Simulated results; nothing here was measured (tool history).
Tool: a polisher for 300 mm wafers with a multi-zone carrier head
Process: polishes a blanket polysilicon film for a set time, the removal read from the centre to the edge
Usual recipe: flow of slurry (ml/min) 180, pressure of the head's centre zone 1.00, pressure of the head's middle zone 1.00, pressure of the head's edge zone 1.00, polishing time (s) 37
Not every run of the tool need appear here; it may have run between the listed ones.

run	hour	flow of slurry (ml/min)	pressure of the head's centre zone	pressure of the head's middle zone	pressure of the head's edge zone	polishing time (s)	incoming thickness of the incoming film, nm	film removed at the wafer's centre (angstrom)	film removed at mid-radius (angstrom)	film removed at the wafer's edge (angstrom)
1	0.0	180	1.00	1.00	1.00	37	1588.8	3100	3534	3523
2	15.7	180	1.00	1.00	1.00	37	1580.4	3115	3500	3486
3	27.4	180	1.00	1.00	0.94	37	1596.8	3106	3518	3317
# hour 37.2: worn pad replaced by a new one
4	40.3	180	1.00	1.00	0.94	37	1578.8	3153	3476	3397
5	57.9	180	1.00	1.00	0.94	37	1618.5	3102	3564	3371
6	65.4	180	0.96	1.00	1.00	32	1572.8	2569	3029	2977
7	83.3	180	0.96	1.00	1.00	32	1598.5	2588	3014	2975
8	94.3	180	1.00	0.91	1.00	37	1607.1	3008	3262	3461
# hour 96.5: centre zone pressure recalibrated
9	101.1	180	0.94	1.00	1.00	37	1591.8	3173	3472	3506
# hour 112.5: worn pad replaced by a new one
# hour 112.6: carrier head's membrane replaced by a new one
10	113.0	200	1.00	1.00	1.00	37	1593.6	3529	3579	3511
11	123.9	220	1.06	1.04	1.00	44	1609.7	4528	4494	4272
# hour 127.3: slurry nozzle cleaned
12	133.4	155	1.00	0.94	1.00	42	1604.3	3790	3690	3899
# hour 137.6: edge zone pressure recalibrated
13	149.1	180	1.12	0.96	0.93	26	1598.7	2739	2380	2326
14	166.8	180	1.00	1.00	1.09	37	1570.2	3488	3550	3637
# hour 174.2: worn pad replaced by a new one
15	180.4	125	0.89	1.08	1.00	37	1589.6	2805	3429	3236
16	195.5	180	1.12	0.96	0.93	26	1587.7	2693	2393	2349
17	210.9	180	0.93	1.00	0.96	49	1580.2	4314	4632	4526
18	218.5	125	1.12	0.94	1.10	37	1590.9	3625	3067	3387
19	225.0	180	1.00	1.00	1.00	37	1596.5	3512	3523	3438

Consider 3 possible next runs. They are alternatives, not a sequence: every one starts from the tool as it was left by run 19. What does each give?
A	225.4	180	0.89	1.00	1.00	37	1577.0	?	?	?
B	225.4	140	1.00	1.00	1.00	37	1577.0	?	?	?
C	225.4	210	1.09	1.12	1.00	33	1577.0	?	?	?

run	film removed at the wafer's centre (angstrom)	film removed at mid-radius (angstrom)	film removed at the wafer's edge (angstrom)
A	3012	3539	3471
B	3196	3360	3344
C	3391	3560	3149
With the hidden condition removed and each run's random variation left untouched, the same runs would have given:
run	film removed at the wafer's centre (angstrom)	film removed at mid-radius (angstrom)	film removed at the wafer's edge (angstrom)
A	3023	3539	3471
B	3208	3360	3344
C	3404	3560	3149
